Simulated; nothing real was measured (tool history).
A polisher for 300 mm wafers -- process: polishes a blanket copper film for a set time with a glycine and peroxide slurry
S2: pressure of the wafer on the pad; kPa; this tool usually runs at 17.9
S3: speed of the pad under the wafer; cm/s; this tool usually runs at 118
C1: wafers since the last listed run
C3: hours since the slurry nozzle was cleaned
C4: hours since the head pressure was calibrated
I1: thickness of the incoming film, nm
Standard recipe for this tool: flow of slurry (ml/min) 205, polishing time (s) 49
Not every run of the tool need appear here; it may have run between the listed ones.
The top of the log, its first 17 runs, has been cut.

At hour 403.0: worn pad replaced by a new one.
Run 18, hour 406.4: usual settings but S2 16.5 kPa, polishing time (s) 55; C1 236; wafers polished on this pad 36; C3 481.9; C4 435.3; I1 2147.5. Result: film removed (Å) 2876.
Run 19, hour 421.3: usual settings; C1 160; wafers polished on this pad 196; C3 496.8; C4 450.2; I1 2170.5. Result: film removed (Å) 2582.
Run 20, hour 443.8: usual settings but S2 15.9 kPa, S3 144 cm/s; C1 242; wafers polished on this pad 438; C3 519.3; C4 472.7; I1 2160.9. Result: film removed (Å) 2781.
Run 21, hour 456.0: usual settings but S2 20.0 kPa; C1 131; wafers polished on this pad 570; C3 531.5; C4 484.9; I1 2173.9. Result: film removed (Å) 2791.
Run 22, hour 478.0: usual settings but flow of slurry (ml/min) 160; C1 236; wafers polished on this pad 807; C3 553.5; C4 506.9; I1 2194.6. Result: film removed (Å) 2419.
Run 23, hour 504.4: usual settings; C1 284; wafers polished on this pad 1091; C3 579.9; C4 533.3; I1 2208.9. Result: film removed (Å) 2537.
Run 24, hour 557.8: usual settings but flow of slurry (ml/min) 250, S2 22.8 kPa, S3 104 cm/s; C1 574; wafers polished on this pad 1666; C3 633.3; C4 586.7; I1 2176.2. Result: film removed (Å) 2545.
Run 25, hour 571.3: usual settings but S3 148 cm/s; C1 145; wafers polished on this pad 1811; C3 646.8; C4 600.2; I1 2197.9. Result: film removed (Å) 2801.
At hour 575.0: head pressure recalibrated.
Run 26, hour 583.7: usual settings but S2 16.5 kPa, S3 84 cm/s, polishing time (s) 34; C1 111; wafers polished on this pad 1923; C3 659.2; C4 8.7; I1 2161.4. Result: film removed (Å) 1243.
At hour 595.9: worn pad replaced by a new one.
Run 27, hour 602.6: usual settings but S2 13.1 kPa, polishing time (s) 39; C1 160; wafers polished on this pad 72; C3 678.1; C4 27.6; I1 2190.8. Result: film removed (Å) 1755.
At hour 623.0: slurry nozzle cleaned.
Run 28, hour 623.5: usual settings but polishing time (s) 33; C1 214; wafers polished on this pad 286; C3 0.5; C4 48.5; I1 2186.1. Result: film removed (Å) 1708.
Run 29, hour 655.4: usual settings but S2 23.4 kPa, S3 134 cm/s, polishing time (s) 44; C1 343; wafers polished on this pad 630; C3 32.4; C4 80.4; I1 2134.8. Result: film removed (Å) 2984.
Run 30, hour 685.5: usual settings but S2 23.4 kPa, S3 134 cm/s, polishing time (s) 44; C1 324; wafers polished on this pad 954; C3 62.5; C4 110.5; I1 2147.1. Result: film removed (Å) 2947.
Run 31, hour 700.1: usual settings but flow of slurry (ml/min) 250, S2 15.9 kPa, S3 130 cm/s; C1 157; wafers polished on this pad 1111; C3 77.1; C4 125.1; I1 2169.7. Result: film removed (Å) 2556.
Run 32, hour 731.2: usual settings; C1 334; wafers polished on this pad 1446; C3 108.2; C4 156.2; I1 2208.5. Result: film removed (Å) 2470.
Run 33, hour 756.3: usual settings but flow of slurry (ml/min) 270, S2 12.4 kPa, S3 144 cm/s, polishing time (s) 35; C1 270; wafers polished on this pad 1716; C3 133.3; C4 181.3; I1 2173.3. Result: film removed (Å) 1775.
At hour 781.3: worn pad replaced by a new one.
Run 34, hour 791.2: usual settings but S3 152 cm/s, polishing time (s) 42; C1 332; wafers polished on this pad 106; C3 168.2; C4 216.2; I1 2154.6. Result: film removed (Å) 2744.
Run 35, hour 804.5: usual settings but flow of slurry (ml/min) 230, S3 106 cm/s; C1 143; wafers polished on this pad 249; C3 181.5; C4 229.5; I1 2159.2. Result: film removed (Å) 2477.
Run 36, hour 823.0: usual settings but flow of slurry (ml/min) 155; C1 199; wafers polished on this pad 448; C3 200.0; C4 248.0; I1 2182.3. Result: film removed (Å) 2521.
Run 37, hour 850.8: usual settings but S3 108 cm/s, polishing time (s) 58; C1 299; wafers polished on this pad 748; C3 227.8; C4 275.8; I1 2141.6. Result: film removed (Å) 2809.

Below are 3 alternative next runs, each starting from the tool's condition after run 37. Predict each:
Run A, hour 851.2: usual settings but S2 22.1 kPa; C1 4; wafers polished on this pad 752; C3 228.2; C4 276.2; I1 2170.1. Result: film removed (Å) ?.
Run B, hour 851.2: usual settings but flow of slurry (ml/min) 240, polishing time (s) 39; C1 4; wafers polished on this pad 752; C3 228.2; C4 276.2; I1 2170.1. Result: film removed (Å) ?.
Run C, hour 851.2: usual settings but flow of slurry (ml/min) 135; C1 4; wafers polished on this pad 752; C3 228.2; C4 276.2; I1 2170.1. Result: film removed (Å) ?.

run  film removed (Å)
  A              2869
  B              2089
  C              2381
Without the tool's unlogged condition, the same runs would have read:
run  film removed (Å)
  A              2993
  B              2179
  C              2484

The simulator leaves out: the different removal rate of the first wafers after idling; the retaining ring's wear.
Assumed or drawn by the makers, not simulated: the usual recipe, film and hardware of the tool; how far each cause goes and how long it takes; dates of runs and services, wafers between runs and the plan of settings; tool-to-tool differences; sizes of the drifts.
